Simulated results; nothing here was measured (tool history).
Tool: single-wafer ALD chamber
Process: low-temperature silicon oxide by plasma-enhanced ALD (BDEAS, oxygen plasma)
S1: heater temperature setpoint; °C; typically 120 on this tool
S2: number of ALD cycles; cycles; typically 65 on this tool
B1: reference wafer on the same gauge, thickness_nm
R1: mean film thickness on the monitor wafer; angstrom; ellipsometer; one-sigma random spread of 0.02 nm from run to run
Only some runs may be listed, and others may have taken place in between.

Run 1, day 0.000: usual settings but S1 111 °C; B1 6.636. Result: R1 80.82 angstrom.
Run 2, day 1.012: usual settings; B1 6.639. Result: R1 78.82 angstrom.
Run 3, day 2.138: usual settings; B1 6.641. Result: R1 79.33 angstrom.
Run 4, day 3.558: usual settings but S2 55 cycles; B1 6.642. Result: R1 67.10 angstrom.
Run 5, day 5.471: usual settings but S2 55 cycles; B1 6.638. Result: R1 66.71 angstrom.
Run 6, day 7.250: usual settings but S2 55 cycles; B1 6.636. Result: R1 66.60 angstrom.
Run 7, day 10.054: usual settings but S2 68 cycles; B1 6.641. Result: R1 82.06 angstrom.
Run 8, day 12.238: usual settings but S2 71 cycles; B1 6.642. Result: R1 85.60 angstrom.
Run 9, day 13.542: usual settings but S1 112 °C; B1 6.642. Result: R1 80.09 angstrom.
Run 10, day 15.550: usual settings but S1 125 °C; B1 6.636. Result: R1 77.95 angstrom.
Run 11, day 17.788: usual settings but S1 125 °C; B1 6.643. Result: R1 77.55 angstrom.
Run 12, day 19.967: usual settings but S1 125 °C; B1 6.638. Result: R1 78.13 angstrom.
Run 13, day 22.033: usual settings; B1 6.641. Result: R1 78.34 angstrom.
Run 14, day 24.521: usual settings; B1 6.640. Result: R1 78.86 angstrom.
Run 15, day 30.083: usual settings; B1 6.643. Result: R1 78.85 angstrom.
Run 16, day 33.671: usual settings but S1 129 °C; B1 6.640. Result: R1 77.79 angstrom.
Run 17, day 35.296: usual settings but S1 129 °C; B1 6.640. Result: R1 77.22 angstrom.
Run 18, day 37.600: usual settings but S2 58 cycles; B1 6.637. Result: R1 70.41 angstrom.
Run 19, day 40.408: usual settings but S2 58 cycles; B1 6.644. Result: R1 70.81 angstrom.
Run 20, day 43.092: usual settings but S1 127 °C, S2 60 cycles; B1 6.643. Result: R1 72.07 angstrom.
Run 21, day 45.038: usual settings but S1 130 °C; B1 6.636. Result: R1 78.22 angstrom.
Run 22, day 47.233: usual settings but S1 133 °C, S2 69 cycles; B1 6.645. Result: R1 82.42 angstrom.
Run 23, day 48.408: usual settings but S1 126 °C; B1 6.635. Result: R1 79.21 angstrom.
Run 24, day 54.842: usual settings but S1 116 °C, S2 53 cycles; B1 6.640. Result: R1 65.62 angstrom.
Run 25, day 56.575: usual settings but S1 110 °C, S2 60 cycles; B1 6.640. Result: R1 75.04 angstrom.
Run 26, day 57.646: usual settings but S1 127 °C, S2 76 cycles; B1 6.634. Result: R1 91.67 angstrom.
Run 27, day 60.625: usual settings; B1 6.637. Result: R1 80.11 angstrom.
Run 28, day 62.688: usual settings but S1 127 °C, S2 75 cycles; B1 6.645. Result: R1 88.85 angstrom.
Run 29, day 63.979: usual settings but S1 125 °C, S2 55 cycles; B1 6.641. Result: R1 65.93 angstrom.
Run 30, day 65.946: usual settings; B1 6.642. Result: R1 78.52 angstrom.
Run 31, day 67.650: usual settings but S2 68 cycles; B1 6.640. Result: R1 82.38 angstrom.
Run 32, day 70.417: usual settings but S1 107 °C; B1 6.643. Result: R1 80.69 angstrom.
Run 33, day 72.133: usual settings but S1 129 °C, S2 76 cycles; B1 6.637. Result: R1 89.93 angstrom.
Run 34, day 74.342: usual settings but S1 127 °C, S2 77 cycles; B1 6.640. Result: R1 91.95 angstrom.
Run 35, day 75.692: usual settings but S1 132 °C, S2 74 cycles; B1 6.643. Result: R1 87.37 angstrom.
Run 36, day 76.742: usual settings but S1 109 °C, S2 54 cycles; B1 6.635. Result: R1 66.68 angstrom.
Run 37, day 77.983: usual settings but S1 131 °C, S2 59 cycles; B1 6.642. Result: R1 69.77 angstrom.
Run 38, day 79.896: usual settings but S1 110 °C, S2 60 cycles; B1 6.641. Result: R1 74.12 angstrom.

Missing from the log above: 4 entries noted between runs. For each, name the pair of listed runs it sits between and say how the tool's hidden condition differs from the listed run just before to the listed run just after:
Runs 4 to 5: thermocouple changed; heater temperature recalibrated (day 4.571)
  wafer temperature above the value expected at the setpoint (K): -3.41 -> -0.531
  what was measured, less what the result would be without the hidden state, R1: +0.48 -> +0.07 angstrom
Runs 20 to 21: thermocouple changed; heater temperature recalibrated (day 45.017)
  wafer temperature above the value expected at the setpoint (K): -3.57 -> -7.19
  what was measured, less what the result would be without the hidden state, R1: +0.55 -> +1.20 angstrom
Runs 25 to 26: gauge calibrated (day 56.579)
  wafer temperature above the value expected at the setpoint (K): -7.46 -> -7.52
  what was measured, less what the result would be without the hidden state, R1: +1.15 -> +1.47 angstrom
Runs 27 to 28: thermocouple changed; heater temperature recalibrated, repeated, since the last time left the tool worse (day 62.404)
  wafer temperature above the value expected at the setpoint (K): -7.69 -> 0.249
  what was measured, less what the result would be without the hidden state, R1: +1.29 -> -0.04 angstrom
